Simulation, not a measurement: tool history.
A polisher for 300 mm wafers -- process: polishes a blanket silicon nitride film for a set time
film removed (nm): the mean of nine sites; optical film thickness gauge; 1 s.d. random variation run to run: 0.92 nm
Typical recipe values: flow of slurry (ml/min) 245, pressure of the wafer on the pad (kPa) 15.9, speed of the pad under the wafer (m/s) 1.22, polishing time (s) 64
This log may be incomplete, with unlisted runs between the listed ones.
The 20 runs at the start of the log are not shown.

run     day  flow of slurry (ml/min)  pressure of the wafer on the pad (kPa)  speed of the pad under the wafer (m/s)  polishing time (s)  wafers since the last listed run  wafers polished on this pad  hours since the slurry nozzle was cleaned  hours since the head pressure was calibrated  incoming thickness of the incoming film, nm  film removed (nm)
 21  23.808                      245                                    15.9                                    1.22                  64                               192                          358                                      229.6                                         159.7                                        644.4               79.8
 22  24.612                      245                                    15.9                                    1.54                  64                               164                          523                                      248.9                                         179.0                                        636.5               97.2
 23  25.667                      245                                    15.9                                    1.22                  64                               215                          738                                      274.2                                         204.3                                        644.4               80.2
 24  27.167                      245                                    15.9                                    1.22                  64                               306                         1045                                      310.2                                         240.3                                        648.5               81.9
 25  27.925                      245                                    12.4                                    1.22                  64                               155                         1200                                      328.4                                         258.5                                        645.5               64.5
 26  29.317                      185                                    15.9                                    1.22                  64                               284                         1485                                      361.8                                         291.9                                        633.0               78.3
     30.946  -- worn pad replaced by a new one
 27  30.967                      245                                    15.9                                    1.22                  64                               303                            4                                      401.4                                         331.5                                        638.8               81.6
 28  31.675                      245                                    12.4                                    1.22                  64                               144                          149                                      418.4                                         348.5                                        640.2               63.6
 29  32.475                      210                                    17.9                                    1.22                  64                               163                          313                                      437.6                                         367.7                                        637.2               88.5
 30  33.300                      310                                    13.1                                    0.80                  64                               168                          481                                      457.4                                         387.5                                        635.6               48.4
 31  34.504                      245                                    19.3                                    1.22                  58                               246                          728                                      486.3                                         416.4                                        647.5               88.9
 32  35.112                      245                                    15.9                                    1.22                  64                               124                          852                                      500.9                                         431.0                                        632.1               81.0
 33  36.171                      245                                    15.9                                    1.22                  64                               216                         1069                                      526.3                                         456.4                                        631.3               79.5
 34  36.767                      245                                    13.1                                    1.22                  48                               121                         1190                                      540.6                                         470.7                                        651.6               50.2
 35  37.942                      190                                    15.9                                    1.22                  64                               240                         1431                                      568.8                                         498.9                                        634.4               79.4
     39.121  -- worn pad replaced by a new one
 36  39.408                      190                                    15.9                                    1.22                  64                               265                           58                                      604.0                                         534.1                                        634.4               79.1

Predict the results of run 37:
 37  40.267                      220                                    15.9                                    1.50                  64                               175                          234                                      624.6                                         554.7                                        638.4                  ?

{"run 37": {"film removed (nm)": 92.3}}
Had the tool carried no hidden state, the very same run would have given film removed (nm) 92.3.
